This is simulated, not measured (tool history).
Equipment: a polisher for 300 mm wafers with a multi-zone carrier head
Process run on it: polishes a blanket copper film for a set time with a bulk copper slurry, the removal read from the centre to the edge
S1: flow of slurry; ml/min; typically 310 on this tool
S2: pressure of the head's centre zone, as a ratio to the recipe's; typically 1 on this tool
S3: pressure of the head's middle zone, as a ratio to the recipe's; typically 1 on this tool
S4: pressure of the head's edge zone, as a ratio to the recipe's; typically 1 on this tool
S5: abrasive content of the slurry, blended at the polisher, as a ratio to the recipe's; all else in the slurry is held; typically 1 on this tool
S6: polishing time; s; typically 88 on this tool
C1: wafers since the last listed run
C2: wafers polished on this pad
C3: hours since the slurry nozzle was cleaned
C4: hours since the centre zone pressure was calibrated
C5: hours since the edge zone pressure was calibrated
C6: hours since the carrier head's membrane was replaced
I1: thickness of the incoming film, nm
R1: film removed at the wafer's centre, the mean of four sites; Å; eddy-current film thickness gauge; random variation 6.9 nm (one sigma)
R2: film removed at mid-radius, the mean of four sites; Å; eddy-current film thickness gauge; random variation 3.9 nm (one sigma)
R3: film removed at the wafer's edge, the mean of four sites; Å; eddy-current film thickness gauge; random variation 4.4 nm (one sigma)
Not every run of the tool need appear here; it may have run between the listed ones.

run    hour   S1    S2    S3    S4    S5   S6    C1    C2     C3     C4      C5      C6      I1    R1    R2    R3
  1       0  310     1     1     1     1   88     0   299  338.3  352.6   397.2    95.4  4008.3  5094  5344  5380
  2    47.9  310     1     1     1     1   88   383   683  386.2  400.5   445.1   143.3  4032.3  4992  5343  5368
      220.2  -- centre zone pressure recalibrated
  3   220.5  405     1     1     1     1   88  1366  2049  558.8    0.3   617.7   315.9  4024.8  4952  5378  5462
  4   291.6  310     1     1     1     1   88   569  2618  629.9   71.4   688.8     387  3970.8  4934  5164  5293
  5   392.8  310     1     1     1     1   88   810  3429  731.1  172.6     790   488.2  3917.8  4842  4997  5214
      401.7  -- slurry nozzle cleaned
  6   453.4  370  0.92  1.08  1.11     1   88   477  3906   51.7  233.2   850.6   548.8  3937.5  5039  5716  5880
      530.8  -- worn pad replaced by a new one
  7   538.6  220     1     1     1   1.3   88   650    62  136.9  318.4   935.8     634  4040.1  5117  5390  5618
  8   592.4  310     1     1     1     1   88   430   493  190.7  372.2   989.6   687.8  3974.1  5292  5430  5453
  9     656  260  1.05  0.93  0.97     1   88   509  1002  254.3  435.8  1053.2   751.4  3982.9  5176  5088  5296
 10   746.6  310  1.06     1     1     1   88   725  1727  344.9  526.4  1143.8     842  4061.5  5225  5358  5460
 11   854.2  310     1     1     1     1   88   861  2589  452.5    634  1251.4   949.6  4009.7  5043  5321  5378
      886.6  -- centre zone pressure recalibrated
 12   897.7  265  0.94     1  0.95     1   88   332  2921    496   11.1  1294.9   993.1  4056.4  4530  5064  5118
      960.1  -- edge zone pressure recalibrated
 13   977.4  310     1  1.07  0.97     1   88   622  3543  575.7   90.8    17.3  1072.8  4042.1  4709  5222  5272
 14  1042.2  310     1     1     1   0.7  100   518  4062  640.5  155.6    82.1  1137.6  3991.3  5062  5383  5611
 15    1128  345     1     1     1  0.75   88   687  4749  726.3  241.4   167.9  1223.4  3922.7  4582  4861  5031
     1157.7  -- worn pad replaced by a new one
     1162.1  -- slurry nozzle cleaned
 16  1232.1  355  1.08  1.09     1     1  112   793   587     70  345.5     272  1327.5  3928.6  7044  7274  7150
 17  1321.8  385     1     1     1     1   88   718  1305  159.7  435.2   361.7  1417.2  4025.5  5294  5455  5599
 18  1386.7  310     1  0.92     1   1.2   78   519  1825  224.6  500.1   426.6  1482.1    4042  4735  4851  5117
     1461.5  -- carrier head's membrane replaced by a new one
 19  1482.9  310     1     1     1     1   88   730  2555  320.8  596.3   522.8    21.4  3969.9  5113  5376  5380
 20  1544.7  310     1     1     1     1   88   494  3050  382.6  658.1   584.6    83.2  3961.5  4978  5304  5422
     1592.3  -- centre zone pressure recalibrated
 21  1602.5  310     1     1     1     1   88   446  3497  440.4   10.2   642.4     141  3947.4  4974  5237  5414

Consider 4 possible next runs. They are alternatives, not a sequence: every one starts from the tool as it was left by run 21. What does each give?
  A  1603  310     1   1     1    1  88   4  3501  440.9  10.7  642.9  141.5  3987.6   ?   ?   ?
  B  1603  235  0.91   1  1.09    1  88   4  3501  440.9  10.7  642.9  141.5  3987.6   ?   ?   ?
  C  1603  390  1.09   1  0.88    1  88   4  3501  440.9  10.7  642.9  141.5  3987.6   ?   ?   ?
  D  1603  310  0.94   1   0.9  0.8  88   4  3501  440.9  10.7  642.9  141.5  3987.6   ?   ?   ?

run    R1    R2    R3
  A  5031  5204  5353
  B  4470  4964  5299
  C  5524  5356  5288
  D  4622  4992  4990
Without the tool's unlogged condition, the same runs would have read:
run    R1    R2    R3
  A  5251  5408  5511
  B  4739  5230  5506
  C  5712  5520  5411
  D  4825  5188  5137
